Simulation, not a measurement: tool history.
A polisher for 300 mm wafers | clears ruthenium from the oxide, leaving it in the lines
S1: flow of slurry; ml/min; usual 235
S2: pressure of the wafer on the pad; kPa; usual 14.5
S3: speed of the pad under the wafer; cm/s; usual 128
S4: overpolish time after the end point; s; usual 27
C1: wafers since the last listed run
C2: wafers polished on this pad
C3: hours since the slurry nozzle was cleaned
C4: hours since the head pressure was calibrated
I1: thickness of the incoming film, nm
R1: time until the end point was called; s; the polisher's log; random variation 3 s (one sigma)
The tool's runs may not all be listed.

Run 1, hour 0.0: usual settings but S1 190 ml/min; C1 0; C2 1822; C3 99.4; C4 133.1; I1 218.0. Result: R1 177.9 s.
Run 2, hour 62.7: usual settings; C1 580; C2 2402; C3 162.1; C4 195.8; I1 221.2. Result: R1 168.1 s.
At hour 125.9: worn pad replaced by a new one.
Run 3, hour 126.4: usual settings; C1 552; C2 4; C3 225.8; C4 259.5; I1 220.2. Result: R1 165.2 s.
At hour 166.1: head pressure recalibrated.
Run 4, hour 167.4: usual settings; C1 360; C2 365; C3 266.8; C4 1.3; I1 222.6. Result: R1 178.0 s.
Run 5, hour 202.8: usual settings; C1 327; C2 693; C3 302.2; C4 36.7; I1 219.1. Result: R1 180.6 s.
At hour 238.9: slurry nozzle cleaned.
Run 6, hour 241.0: usual settings but S2 11.0 kPa; C1 344; C2 1037; C3 2.1; C4 74.9; I1 223.7. Result: R1 228.0 s.
Run 7, hour 291.3: usual settings but S2 11.0 kPa; C1 465; C2 1503; C3 52.4; C4 125.2; I1 215.9. Result: R1 216.2 s.
At hour 410.2: worn pad replaced by a new one.
Run 8, hour 489.6: usual settings but S2 11.0 kPa; C1 1797; C2 734; C3 250.7; C4 323.5; I1 218.8. Result: R1 206.3 s.
At hour 545.7: slurry nozzle cleaned.
At hour 549.9: head pressure recalibrated.
Run 9, hour 588.1: usual settings; C1 883; C2 1618; C3 42.4; C4 38.2; I1 220.5. Result: R1 174.5 s.
Run 10, hour 650.1: usual settings; C1 573; C2 2191; C3 104.4; C4 100.2; I1 216.4. Result: R1 174.4 s.
At hour 668.3: worn pad replaced by a new one.
Run 11, hour 688.9: usual settings; C1 322; C2 190; C3 143.2; C4 139.0; I1 218.0. Result: R1 167.0 s.
Run 12, hour 727.0: usual settings; C1 352; C2 543; C3 181.3; C4 177.1; I1 219.3. Result: R1 171.8 s.
Run 13, hour 766.5: usual settings; C1 365; C2 908; C3 220.8; C4 216.6; I1 221.9. Result: R1 171.2 s.
Run 14, hour 812.5: usual settings but S1 300 ml/min, S2 13.1 kPa; C1 425; C2 1334; C3 266.8; C4 262.6; I1 217.7. Result: R1 171.7 s.
Run 15, hour 863.2: usual settings but S2 11.0 kPa; C1 469; C2 1803; C3 317.5; C4 313.3; I1 219.1. Result: R1 197.9 s.
At hour 872.2: slurry nozzle cleaned.
At hour 876.0: head pressure recalibrated.
At hour 926.1: worn pad replaced by a new one.
Run 16, hour 929.9: usual settings; C1 552; C2 35; C3 57.7; C4 53.9; I1 215.6. Result: R1 172.6 s.
Run 17, hour 1000.8: usual settings but S3 90 cm/s; C1 656; C2 691; C3 128.6; C4 124.8; I1 217.9. Result: R1 242.2 s.
Run 18, hour 1037.1: usual settings but S1 165 ml/min, S2 10.3 kPa; C1 335; C2 1026; C3 164.9; C4 161.1; I1 220.9. Result: R1 237.0 s.
Run 19, hour 1106.6: usual settings but S1 265 ml/min, S2 17.9 kPa, S4 22 s; C1 643; C2 1670; C3 234.4; C4 230.6; I1 221.4. Result: R1 140.4 s.
Run 20, hour 1136.1: usual settings but S2 16.5 kPa, S3 116 cm/s, S4 41 s; C1 272; C2 1943; C3 263.9; C4 260.1; I1 223.8. Result: R1 171.6 s.
At hour 1171.2: slurry nozzle cleaned.
Run 21, hour 1183.9: usual settings but S2 11.7 kPa, S4 37 s; C1 433; C2 2376; C3 12.7; C4 307.9; I1 223.7. Result: R1 193.8 s.
At hour 1188.8: worn pad replaced by a new one.
Run 22, hour 1212.8: usual settings but S3 110 cm/s; C1 230; C2 221; C3 41.6; C4 336.8; I1 216.3. Result: R1 187.8 s.
Run 23, hour 1263.3: usual settings but S1 185 ml/min, S2 18.6 kPa; C1 467; C2 688; C3 92.1; C4 387.3; I1 219.1. Result: R1 130.6 s.
At hour 1279.2: head pressure recalibrated.
Run 24, hour 1386.0: usual settings but S1 195 ml/min, S2 15.9 kPa, S4 11 s; C1 1116; C2 1805; C3 214.8; C4 106.8; I1 220.4. Result: R1 161.7 s.
Run 25, hour 1443.2: usual settings but S1 195 ml/min; C1 529; C2 2335; C3 272.0; C4 164.0; I1 217.7. Result: R1 172.8 s.
At hour 1457.2: worn pad replaced by a new one.
At hour 1466.1: slurry nozzle cleaned.
Run 26, hour 1474.8: usual settings but S1 190 ml/min; C1 246; C2 153; C3 8.7; C4 195.6; I1 221.3. Result: R1 178.8 s.

Hidden state or all else? Some run-to-run changes of R1, split into what the settings, what came in and random variation would give without the hidden state, and what is left for the hidden state (with any gauge scatter that isn't in both results):
The hidden state here: removal rate lost through wear of the pad, %; slurry flow missing at the pad, %; deviation of the head's pressure from its setpoint, %.
Run 8 -> 9: S2 11.0 -> 14.5, slurry nozzle cleaned, head pressure recalibrated. R1 -31.8 s: hidden state +14.8, all else -46.6.
Run 15 -> 16: S2 11.0 -> 14.5, slurry nozzle cleaned, head pressure recalibrated, worn pad replaced by a new one. R1 -25.3 s: hidden state +15.4, all else -40.7.
Run 16 -> 17: S3 128 -> 90. R1 +69.6 s: hidden state -2.3, all else +71.9.
Run 18 -> 19: S1 165 -> 265, S2 10.3 -> 17.9, S4 27 -> 22. R1 -96.6 s: hidden state -1.3, all else -95.3.

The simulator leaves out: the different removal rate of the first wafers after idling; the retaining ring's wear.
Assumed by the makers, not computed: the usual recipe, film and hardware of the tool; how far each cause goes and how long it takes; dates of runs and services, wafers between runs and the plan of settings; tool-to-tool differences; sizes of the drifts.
